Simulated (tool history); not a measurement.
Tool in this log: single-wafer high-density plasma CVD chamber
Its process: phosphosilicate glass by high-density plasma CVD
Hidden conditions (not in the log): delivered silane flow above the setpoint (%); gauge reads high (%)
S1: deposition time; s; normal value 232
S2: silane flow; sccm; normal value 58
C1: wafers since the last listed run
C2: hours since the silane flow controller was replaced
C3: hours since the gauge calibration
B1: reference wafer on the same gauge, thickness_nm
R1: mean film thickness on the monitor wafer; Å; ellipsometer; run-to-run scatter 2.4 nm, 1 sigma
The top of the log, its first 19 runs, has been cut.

run,hour,S1,S2,C1,C2,C3,B1,R1
20,318.4,254,58,58,119.1,53.8,1639.731,15397.81
21,332.3,254,58,78,133,67.7,1639.276,15446.31
22,348.7,254,58,92,149.4,84.1,1639.589,15454.13
23,364.2,232,58,87,164.9,99.6,1639.696,14119.73
24,374.4,232,58,57,175.1,109.8,1639.888,14102.09
25,390.4,248,69,90,191.1,125.8,1640.251,16843.41
26,396.4,188,47,33,197.1,131.8,1640.204,10102.89
27,406.9,232,61,59,207.6,142.3,1639.843,14535.32
28,415.1,251,62,46,215.8,150.5,1639.862,15853.6
29,430.1,201,67,84,230.8,165.5,1640.706,13342.36
30,443,193,66,72,243.7,178.4,1639.452,12761.72
31,454.5,199,53,64,255.2,189.9,1641.05,11501.91
32,469.9,232,58,87,270.6,205.3,1639.743,14127.9
33,479.8,189,64,55,280.5,215.2,1639.97,12194.03
34,494.2,212,67,81,294.9,229.6,1641.508,14085.66
35,510.6,232,54,92,311.3,246,1638.492,13489.24
36,525,220,58,81,325.7,260.4,1640.45,13386.95
37,531.9,232,58,38,332.6,267.3,1641.048,14104.5
38,543.4,265,67,64,344.1,278.8,1639.76,17624.7
39,555.2,209,64,66,355.9,290.6,1640,13516.56
40,571,265,51,89,371.7,306.4,1640.946,14878.74
41,577.6,232,58,37,378.3,313,1640.481,14071.54
42,588.4,268,55,61,389.1,323.8,1639.397,15825.58
43,596.3,256,47,44,397,331.7,1640.076,13775.33
44,605.1,249,46,49,405.8,340.5,1639.774,13245.09

Here are 3 independent what-if runs from the current tool condition. What would each one return?
A,605.6,273,58,2,406.3,341,?,?
B,605.6,232,52,2,406.3,341,?,?
C,605.6,208,58,2,406.3,341,?,?

run,B1,R1
A,1640.322,16568.14
B,1640.322,13198.44
C,1640.322,12623.34
Take away the tool's hidden state, keep each run's random variation, and the runs would have read:
run,R1
A,16615.44
B,13236.12
C,12659.38

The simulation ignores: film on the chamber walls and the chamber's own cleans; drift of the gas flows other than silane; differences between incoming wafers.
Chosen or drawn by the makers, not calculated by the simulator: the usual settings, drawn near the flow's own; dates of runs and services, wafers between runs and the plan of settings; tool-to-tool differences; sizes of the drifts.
